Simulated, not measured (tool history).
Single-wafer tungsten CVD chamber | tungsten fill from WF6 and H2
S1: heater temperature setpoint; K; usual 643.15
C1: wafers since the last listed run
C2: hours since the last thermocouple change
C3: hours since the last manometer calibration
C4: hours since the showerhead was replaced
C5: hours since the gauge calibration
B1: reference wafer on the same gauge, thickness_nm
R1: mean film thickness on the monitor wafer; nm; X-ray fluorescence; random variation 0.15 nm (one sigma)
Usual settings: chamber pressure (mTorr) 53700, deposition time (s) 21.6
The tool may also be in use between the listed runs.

{"run": 1, "hour": 0.0, "S1": 643.15, "chamber pressure (mTorr)": 53700, "deposition time (s)": 21.6, "C1": 0, "C2": 627.4, "C3": 749.8, "C4": 3314.3, "C5": 127.1, "B1": 50.707, "R1": 47.851}
{"run": 2, "hour": 28.1, "S1": 643.15, "chamber pressure (mTorr)": 53700, "deposition time (s)": 21.6, "C1": 906, "C2": 655.5, "C3": 777.9, "C4": 3342.4, "C5": 155.2, "B1": 50.666, "R1": 47.755}
{"run": 3, "hour": 63.7, "S1": 643.15, "chamber pressure (mTorr)": 53700, "deposition time (s)": 21.6, "C1": 1148, "C2": 691.1, "C3": 813.5, "C4": 3378.0, "C5": 190.8, "B1": 50.744, "R1": 48.046}
{"run": 4, "hour": 97.8, "S1": 643.15, "chamber pressure (mTorr)": 53700, "deposition time (s)": 21.6, "C1": 1100, "C2": 725.2, "C3": 847.6, "C4": 3412.1, "C5": 224.9, "B1": 50.689, "R1": 48.158}
{"run": 5, "hour": 150.1, "S1": 643.15, "chamber pressure (mTorr)": 53700, "deposition time (s)": 21.6, "C1": 1687, "C2": 777.5, "C3": 899.9, "C4": 3464.4, "C5": 277.2, "B1": 50.702, "R1": 47.923}
{"run": 6, "hour": 186.1, "S1": 643.15, "chamber pressure (mTorr)": 53700, "deposition time (s)": 21.6, "C1": 1161, "C2": 813.5, "C3": 935.9, "C4": 3500.4, "C5": 313.2, "B1": 50.69, "R1": 48.159}
{"hour": 200.8, "done": "showerhead replaced"}
{"run": 7, "hour": 249.8, "S1": 643.15, "chamber pressure (mTorr)": 53700, "deposition time (s)": 20.5, "C1": 1797, "C2": 877.2, "C3": 999.6, "C4": 49.0, "C5": 376.9, "B1": 50.722, "R1": 45.799}
{"run": 8, "hour": 306.2, "S1": 628.15, "chamber pressure (mTorr)": 53700, "deposition time (s)": 21.6, "C1": 1819, "C2": 933.6, "C3": 1056.0, "C4": 105.4, "C5": 433.3, "B1": 50.703, "R1": 35.46}
{"run": 9, "hour": 331.7, "S1": 643.15, "chamber pressure (mTorr)": 46400, "deposition time (s)": 21.6, "C1": 822, "C2": 959.1, "C3": 1081.5, "C4": 130.9, "C5": 458.8, "B1": 50.693, "R1": 45.944}
{"hour": 366.7, "done": "capacitance manometer re-zeroed and calibrated"}
{"hour": 386.5, "done": "gauge calibrated"}
{"run": 10, "hour": 387.8, "S1": 643.15, "chamber pressure (mTorr)": 53700, "deposition time (s)": 20.1, "C1": 1551, "C2": 1015.2, "C3": 21.1, "C4": 187.0, "C5": 1.3, "B1": 50.694, "R1": 43.36}
{"hour": 428.7, "done": "thermocouple changed; heater temperature recalibrated"}
{"run": 11, "hour": 429.2, "S1": 652.15, "chamber pressure (mTorr)": 59800, "deposition time (s)": 21.6, "C1": 1077, "C2": 0.5, "C3": 62.5, "C4": 228.4, "C5": 42.7, "B1": 50.728, "R1": 56.32}
{"run": 12, "hour": 454.3, "S1": 650.15, "chamber pressure (mTorr)": 66800, "deposition time (s)": 25.7, "C1": 809, "C2": 25.6, "C3": 87.6, "C4": 253.5, "C5": 67.8, "B1": 50.716, "R1": 67.865}
{"run": 13, "hour": 504.3, "S1": 643.15, "chamber pressure (mTorr)": 53700, "deposition time (s)": 21.6, "C1": 1613, "C2": 75.6, "C3": 137.6, "C4": 303.5, "C5": 117.8, "B1": 50.659, "R1": 45.507}
{"run": 14, "hour": 554.8, "S1": 643.15, "chamber pressure (mTorr)": 58600, "deposition time (s)": 21.6, "C1": 1629, "C2": 126.1, "C3": 188.1, "C4": 354.0, "C5": 168.3, "B1": 50.687, "R1": 47.099}

Forecast each of these 3 alternatives for the next run:
{"run": "A", "hour": 555.2, "S1": 643.15, "chamber pressure (mTorr)": 47800, "deposition time (s)": 21.6, "C1": 12, "C2": 126.5, "C3": 188.5, "C4": 354.4, "C5": 168.7, "B1": "?", "R1": "?"}
{"run": "B", "hour": 555.2, "S1": 643.15, "chamber pressure (mTorr)": 47400, "deposition time (s)": 21.6, "C1": 12, "C2": 126.5, "C3": 188.5, "C4": 354.4, "C5": 168.7, "B1": "?", "R1": "?"}
{"run": "C", "hour": 555.2, "S1": 643.15, "chamber pressure (mTorr)": 53700, "deposition time (s)": 22.8, "C1": 12, "C2": 126.5, "C3": 188.5, "C4": 354.4, "C5": 168.7, "B1": "?", "R1": "?"}

run=A B1=50.702 R1=43.522
run=B B1=50.702 R1=43.373
run=C B1=50.702 R1=48.182
Without the tool's hidden state the same runs would have given:
run=A R1=43.295
run=B R1=43.146
run=C R1=47.931
